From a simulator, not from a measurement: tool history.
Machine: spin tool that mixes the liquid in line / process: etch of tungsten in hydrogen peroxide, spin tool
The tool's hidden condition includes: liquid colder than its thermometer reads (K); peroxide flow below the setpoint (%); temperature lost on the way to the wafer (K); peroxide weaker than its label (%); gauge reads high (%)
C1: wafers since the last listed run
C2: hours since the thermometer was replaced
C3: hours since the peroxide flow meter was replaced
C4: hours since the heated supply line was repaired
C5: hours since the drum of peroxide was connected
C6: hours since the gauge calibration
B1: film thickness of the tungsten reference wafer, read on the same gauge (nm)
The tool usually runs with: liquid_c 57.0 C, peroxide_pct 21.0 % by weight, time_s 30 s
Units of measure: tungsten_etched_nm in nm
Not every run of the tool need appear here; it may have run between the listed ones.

run 1 hour=0.0 | liquid_c=57.0 peroxide_pct=21.0 time_s=30 | C1=0 C2=576.0 C3=1940.4 C4=2832.9 C5=447.4 C6=215.9 | B1=29.67 | tungsten_etched_nm=38.39
run 2 hour=31.6 | liquid_c=57.0 peroxide_pct=21.0 time_s=30 | C1=312 C2=607.6 C3=1972.0 C4=2864.5 C5=479.0 C6=247.5 | B1=29.62 | tungsten_etched_nm=38.56
run 3 hour=92.7 | liquid_c=57.0 peroxide_pct=21.0 time_s=30 | C1=604 C2=668.7 C3=2033.1 C4=2925.6 C5=540.1 C6=308.6 | B1=29.57 | tungsten_etched_nm=38.38
run 4 hour=149.5 | liquid_c=57.0 peroxide_pct=21.0 time_s=30 | C1=561 C2=725.5 C3=2089.9 C4=2982.4 C5=596.9 C6=365.4 | B1=29.50 | tungsten_etched_nm=38.13
run 5 hour=216.7 | liquid_c=57.0 peroxide_pct=21.0 time_s=30 | C1=664 C2=792.7 C3=2157.1 C4=3049.6 C5=664.1 C6=432.6 | B1=29.46 | tungsten_etched_nm=38.31
run 6 hour=244.7 | liquid_c=57.0 peroxide_pct=21.0 time_s=30 | C1=276 C2=820.7 C3=2185.1 C4=3077.6 C5=692.1 C6=460.6 | B1=29.45 | tungsten_etched_nm=38.59
run 7 hour=309.7 | liquid_c=57.0 peroxide_pct=21.0 time_s=45 | C1=642 C2=885.7 C3=2250.1 C4=3142.6 C5=757.1 C6=525.6 | B1=29.43 | tungsten_etched_nm=56.62
run 8 hour=354.9 | liquid_c=57.0 peroxide_pct=21.0 time_s=45 | C1=446 C2=930.9 C3=2295.3 C4=3187.8 C5=802.3 C6=570.8 | B1=29.40 | tungsten_etched_nm=57.23
run 9 hour=407.9 | liquid_c=54.0 peroxide_pct=25.5 time_s=30 | C1=524 C2=983.9 C3=2348.3 C4=3240.8 C5=855.3 C6=623.8 | B1=29.37 | tungsten_etched_nm=35.01
run 10 hour=445.7 | liquid_c=57.0 peroxide_pct=21.0 time_s=30 | C1=373 C2=1021.7 C3=2386.1 C4=3278.6 C5=893.1 C6=661.6 | B1=29.40 | tungsten_etched_nm=38.03
run 11 hour=495.3 | liquid_c=57.0 peroxide_pct=21.0 time_s=25 | C1=490 C2=1071.3 C3=2435.7 C4=3328.2 C5=942.7 C6=711.2 | B1=29.36 | tungsten_etched_nm=31.85
-- hour=552.5 peroxide flow meter replaced
run 12 hour=554.3 | liquid_c=57.0 peroxide_pct=21.0 time_s=30 | C1=573 C2=1130.3 C3=1.8 C4=3387.2 C5=1001.7 C6=770.2 | B1=29.34 | tungsten_etched_nm=37.76
run 13 hour=580.8 | liquid_c=50.5 peroxide_pct=15.0 time_s=35 | C1=262 C2=1156.8 C3=28.3 C4=3413.7 C5=1028.2 C6=796.7 | B1=29.31 | tungsten_etched_nm=25.38
run 14 hour=637.2 | liquid_c=57.0 peroxide_pct=24.0 time_s=45 | C1=557 C2=1213.2 C3=84.7 C4=3470.1 C5=1084.6 C6=853.1 | B1=29.34 | tungsten_etched_nm=61.12
run 15 hour=688.8 | liquid_c=57.0 peroxide_pct=21.0 time_s=30 | C1=510 C2=1264.8 C3=136.3 C4=3521.7 C5=1136.2 C6=904.7 | B1=29.31 | tungsten_etched_nm=37.99
-- hour=694.0 gauge calibrated
run 16 hour=720.9 | liquid_c=57.0 peroxide_pct=21.0 time_s=15 | C1=317 C2=1296.9 C3=168.4 C4=3553.8 C5=1168.3 C6=26.9 | B1=29.92 | tungsten_etched_nm=19.31
-- hour=746.0 heated supply line repaired
run 17 hour=760.5 | liquid_c=64.0 peroxide_pct=21.0 time_s=40 | C1=381 C2=1336.5 C3=208.0 C4=14.5 C5=1207.9 C6=66.5 | B1=29.82 | tungsten_etched_nm=76.59
-- hour=783.8 new drum of peroxide connected
run 18 hour=828.5 | liquid_c=57.0 peroxide_pct=21.0 time_s=20 | C1=662 C2=1404.5 C3=276.0 C4=82.5 C5=44.7 C6=134.5 | B1=29.67 | tungsten_etched_nm=25.75

Predict the results of run 19:
-- hour=866.7 thermometer replaced
run 19 hour=881.0 | liquid_c=57.0 peroxide_pct=21.0 time_s=30 | C1=509 C2=14.3 C3=328.5 C4=135.0 C5=97.2 C6=187.0 | B1=? | tungsten_etched_nm=?

B1: 29.60
tungsten_etched_nm: 38.18 nm
The same run, on a tool lacking any hidden state, would have yielded tungsten_etched_nm 38.71 nm.
